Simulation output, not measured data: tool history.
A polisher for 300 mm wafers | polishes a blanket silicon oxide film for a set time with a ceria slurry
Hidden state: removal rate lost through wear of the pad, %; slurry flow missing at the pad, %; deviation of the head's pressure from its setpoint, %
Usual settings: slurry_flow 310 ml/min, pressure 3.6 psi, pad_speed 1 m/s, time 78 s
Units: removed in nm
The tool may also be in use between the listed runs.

run     day  slurry_flow  pressure  pad_speed  time  wafers since the last listed run  wafers polished on this pad  hours since the slurry nozzle was cleaned  hours since the head pressure was calibrated  incoming thickness of the incoming film, nm  removed
  1       0          330       3.6          1    78                                 0                          488                                      490.4                                         669.2                                       1146.3    391.7
  2   1.242          230       3.6          1    78                               276                          764                                      520.2                                           699                                       1174.9    384.1
  3   1.971          310       3.6          1    96                               162                          927                                      537.7                                         716.5                                       1134.2    488.5
  4   2.625          310       3.6          1    96                               145                         1073                                      553.4                                         732.2                                       1165.8    481.9
  5   3.371          310       3.6          1    96                               166                         1239                                      571.3                                         750.1                                       1148.4    487.1
      3.854  -- worn pad replaced by a new one
  6   3.992          310       3.6          1    78                               101                           30                                      586.2                                           765                                       1157.4    397.6
  7   5.404          310       3.6          1    78                               314                          345                                      620.1                                         798.9                                       1163.5    392.1
  8   6.646          285       3.6          1    78                               276                          622                                      649.9                                         828.7                                       1153.1    391.1
  9   7.592          285       3.6          1    78                               210                          833                                      672.6                                         851.4                                       1140.8    388.6
 10   8.354          310       3.6        1.2    78                               169                         1003                                      690.9                                         869.7                                       1150.8    445.3
 11   8.962          310       3.6        1.2    78                               135                         1138                                      705.5                                         884.3                                       1145.4    444.1
      9.425  -- worn pad replaced by a new one
 12   9.779          310       3.6        1.2    78                               144                           79                                      725.1                                         903.9                                       1155.6    440.4
 13  10.562          310       3.6          1    78                               174                          253                                      743.9                                         922.7                                         1169      391
       10.9  -- slurry nozzle cleaned
 14  11.825          310       3.6          1    78                               272                          525                                       22.2                                           953                                       1167.1    400.5
 15  12.417          310       3.6          1    78                               131                          657                                       36.4                                         967.2                                       1176.3    408.7
 16  13.642          310       3.6       1.14    78                               272                          930                                       65.8                                         996.6                                       1166.9    444.1
     14.942  -- worn pad replaced by a new one
 17  15.067          310       3.6          1   100                               280                           27                                        100                                        1030.8                                       1141.6    520.1
 18  15.988          340       4.5       0.84    63                               205                          233                                      122.1                                        1052.9                                       1153.3    354.9
 19  16.904          235       3.6       0.78    93                               204                          437                                      144.1                                        1074.9                                       1175.8    396.2
 20  18.346          245       4.5       0.84    67                               321                          758                                      178.7                                        1109.5                                       1159.8    361.8
 21  18.979          310       3.6          1    96                               141                          899                                      193.9                                        1124.7                                       1175.6    490.8
 22  19.954          385       3.2          1    78                               217                         1117                                      217.3                                        1148.1                                       1152.4    370.6
 23  21.254          380       4.8          1    92                               289                         1406                                      248.5                                        1179.3                                       1174.2    612.5
 24   21.85          310       3.6          1    90                               132                         1539                                      262.8                                        1193.6                                       1163.2    467.9
     22.175  -- worn pad replaced by a new one
 25  22.408          310       3.6          1    88                                87                           52                                      276.2                                          1207                                       1154.1    454.4
 26  23.558          410       4.7       0.78    78                               256                          308                                      303.8                                        1234.6                                       1165.4    428.4
     24.067  -- head pressure recalibrated
 27  24.862          310       3.6          1    78                               272                          580                                      335.1                                          19.1                                         1154    398.9
 28  26.062          310       3.6          1    78                               267                          848                                      363.9                                          47.9                                       1173.6    401.5
 29  27.525          400       3.6          1   101                               325                         1174                                        399                                            83                                         1155    527.9
     28.358  -- worn pad replaced by a new one
 30  28.779          230       3.6       1.22    78                               242                           93                                      429.1                                         113.1                                       1141.9    451.1
 31  29.296          310       3.6          1    78                               115                          209                                      441.5                                         125.5                                       1163.5    398.9
 32  30.617          310       3.6          1    78                               294                          503                                      473.2                                         157.2                                       1162.1    391.8
 33  31.717          210       4.4        1.1    67                               245                          748                                      499.6                                         183.6                                       1156.1    418.9

Hidden state at the last listed run before each entry between runs and at the first one after, where it differs:
Between runs 5 and 6: worn pad replaced by a new one (day 3.854)
  slurry flow missing at the pad, %: 34.1 -> 34.9
  measured less the result without the state, removed: -15.6 -> -13.2 nm
Between runs 11 and 12: worn pad replaced by a new one (day 9.425)
  slurry flow missing at the pad, %: 41.6 -> 42.7
  measured less the result without the state, removed: -19.1 -> -19.6 nm
Between runs 13 and 14: slurry nozzle cleaned (day 10.9)
  slurry flow missing at the pad, %: 43.8 -> 5.56
  measured less the result without the state, removed: -18.1 -> -1.6 nm
Between runs 16 and 17: worn pad replaced by a new one (day 14.942)
  slurry flow missing at the pad, %: 8.01 -> 9.93
  measured less the result without the state, removed: -2.6 -> -3.9 nm
Between runs 24 and 25: worn pad replaced by a new one (day 22.175)
  slurry flow missing at the pad, %: 19.1 -> 19.8
  measured less the result without the state, removed: -7.2 -> -7.4 nm
Between runs 26 and 27: head pressure recalibrated (day 24.067)
  slurry flow missing at the pad, %: 21.4 -> 23.1
  measured less the result without the state, removed: -6.1 -> -7.7 nm
Between runs 29 and 30: worn pad replaced by a new one (day 28.358)
  slurry flow missing at the pad, %: 26.7 -> 28.4
  measured less the result without the state, removed: -10 -> -14.2 nm
